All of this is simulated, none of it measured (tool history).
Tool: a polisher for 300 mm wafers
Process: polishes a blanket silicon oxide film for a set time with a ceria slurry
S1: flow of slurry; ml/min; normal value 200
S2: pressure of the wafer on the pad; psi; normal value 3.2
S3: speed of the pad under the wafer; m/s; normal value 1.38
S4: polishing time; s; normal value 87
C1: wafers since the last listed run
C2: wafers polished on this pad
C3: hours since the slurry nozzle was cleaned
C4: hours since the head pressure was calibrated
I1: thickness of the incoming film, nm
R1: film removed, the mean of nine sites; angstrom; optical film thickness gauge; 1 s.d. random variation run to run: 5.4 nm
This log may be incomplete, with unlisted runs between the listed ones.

run	hour	S1	S2	S3	S4	C1	C2	C3	C4	I1	R1
1	0.0	200	3.2	1.38	104	0	4039	170.4	907.3	1885.2	6065
2	90.4	200	3.2	1.38	87	1139	5178	260.8	997.7	1906.4	5072
3	153.9	200	3.2	1.38	87	800	5978	324.3	1061.2	1910.8	5045
4	195.6	200	3.2	1.38	87	525	6503	366.0	1102.9	1919.1	5021
5	254.1	200	3.6	1.38	87	737	7240	424.5	1161.4	1916.0	5615
# hour 286.6: worn pad replaced by a new one
6	348.7	200	3.6	1.38	87	1141	782	519.1	1256.0	1948.8	5576
7	438.8	200	3.6	1.38	87	1135	1918	609.2	1346.1	1924.8	5479
# hour 484.6: slurry nozzle cleaned
8	532.1	200	3.2	1.38	87	1163	3081	47.5	1439.4	1878.2	5192
9	600.3	200	3.2	1.38	87	859	3940	115.7	1507.6	1885.8	5284
# hour 684.0: head pressure recalibrated
10	684.5	185	3.2	1.38	87	1035	4976	199.9	0.5	1918.2	4383
11	736.8	200	3.2	1.38	87	658	5635	252.2	52.8	1908.5	4607
12	805.8	200	3.2	1.38	87	869	6504	321.2	121.8	1904.4	4613
# hour 882.2: worn pad replaced by a new one
13	907.5	200	3.2	1.38	87	1231	318	422.9	223.5	1911.0	4746
14	945.6	200	3.2	1.38	87	480	798	461.0	261.6	1940.6	4630
15	1036.7	200	3.2	1.38	87	1147	1946	552.1	352.7	1932.9	4506
16	1084.5	200	3.2	1.38	87	602	2548	599.9	400.5	1934.2	4585
17	1174.5	230	3.2	1.38	72	1134	3682	689.9	490.5	1924.2	3892
18	1236.8	165	3.2	1.78	65	785	4467	752.2	552.8	1885.6	4118
19	1281.5	200	3.5	1.72	87	563	5030	796.9	597.5	1912.3	6126
# hour 1324.1: slurry nozzle cleaned
20	1354.7	200	3.2	1.38	87	909	5940	30.6	670.7	1903.1	5137
21	1453.9	200	3.2	1.38	87	1249	7190	129.8	769.9	1938.0	4964
22	1491.2	255	2.1	1.52	62	469	7660	167.1	807.2	1903.8	2681
# hour 1538.4: worn pad replaced by a new one
23	1575.1	200	3.2	1.38	87	1006	462	251.0	891.1	1909.0	4961

For run 24, what comes out?
24	1661.7	200	2.9	1.16	87	1091	1553	337.6	977.7	1926.1	?

Run 24 gave R1 3799 angstrom.
Minus the tool's unlogged condition, the same run would have read R1 3580 angstrom.
